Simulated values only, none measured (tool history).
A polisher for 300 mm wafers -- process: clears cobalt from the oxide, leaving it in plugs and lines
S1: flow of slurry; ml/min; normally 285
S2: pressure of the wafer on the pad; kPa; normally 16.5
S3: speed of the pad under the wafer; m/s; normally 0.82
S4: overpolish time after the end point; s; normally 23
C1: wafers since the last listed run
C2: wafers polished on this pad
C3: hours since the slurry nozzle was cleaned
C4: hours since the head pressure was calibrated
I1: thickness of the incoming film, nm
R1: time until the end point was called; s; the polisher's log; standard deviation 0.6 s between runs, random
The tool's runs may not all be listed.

| run | day | S1 | S2 | S3 | S4 | C1 | C2 | C3 | C4 | I1 | R1 |
|---|---|---|---|---|---|---|---|---|---|---|---|
| 1 | 0.000 | 285 | 16.5 | 0.82 | 23 | 0 | 265 | 177.7 | 1009.1 | 230.5 | 48.3 |
| 2 | 0.350 | 285 | 16.5 | 0.82 | 23 | 67 | 332 | 186.1 | 1017.5 | 229.8 | 46.6 |
| 3 | 0.862 | 285 | 16.5 | 0.82 | 23 | 99 | 432 | 198.4 | 1029.8 | 232.2 | 46.5 |
| 4 | 1.258 | 285 | 16.5 | 0.82 | 23 | 76 | 508 | 207.9 | 1039.3 | 231.9 | 48.5 |
| 5 | 1.683 | 285 | 16.5 | 0.82 | 23 | 82 | 590 | 218.1 | 1049.5 | 229.2 | 46.6 |
| 6 | 2.362 | 285 | 16.5 | 0.82 | 30 | 131 | 721 | 234.4 | 1065.8 | 232.2 | 48.3 |
| 7 | 2.775 | 285 | 16.5 | 0.82 | 30 | 79 | 801 | 244.3 | 1075.7 | 228.0 | 46.4 |
| 8 | 3.217 | 285 | 16.5 | 0.82 | 23 | 85 | 887 | 254.9 | 1086.3 | 230.3 | 45.8 |
| 9 | 3.875 | 240 | 12.4 | 0.82 | 23 | 127 | 1014 | 270.7 | 1102.1 | 226.8 | 56.9 |
| 10 | 4.296 | 285 | 13.8 | 0.64 | 23 | 81 | 1095 | 280.8 | 1112.2 | 230.0 | 68.8 |
|  | 4.688 | worn pad replaced by a new one |
| 11 | 4.971 | 285 | 14.5 | 0.82 | 23 | 98 | 54 | 297.0 | 1128.4 | 227.5 | 50.4 |
|  | 5.300 | slurry nozzle cleaned |
|  | 5.300 | head pressure recalibrated |
| 12 | 6.329 | 285 | 19.3 | 0.82 | 23 | 246 | 300 | 24.7 | 24.7 | 228.3 | 41.7 |
| 13 | 6.688 | 285 | 15.2 | 1.08 | 17 | 69 | 370 | 33.3 | 33.3 | 234.0 | 39.1 |
| 14 | 7.312 | 285 | 16.5 | 0.82 | 23 | 120 | 491 | 48.3 | 48.3 | 232.4 | 47.0 |
| 15 | 7.996 | 250 | 16.5 | 0.82 | 23 | 132 | 623 | 64.7 | 64.7 | 228.3 | 47.5 |

The tool's hidden state at each run:
removal rate lost through wear of the pad, %: 0 at every run
slurry flow missing at the pad, %: 0 at every run
deviation of the head's pressure from its setpoint, %: 0 at every run

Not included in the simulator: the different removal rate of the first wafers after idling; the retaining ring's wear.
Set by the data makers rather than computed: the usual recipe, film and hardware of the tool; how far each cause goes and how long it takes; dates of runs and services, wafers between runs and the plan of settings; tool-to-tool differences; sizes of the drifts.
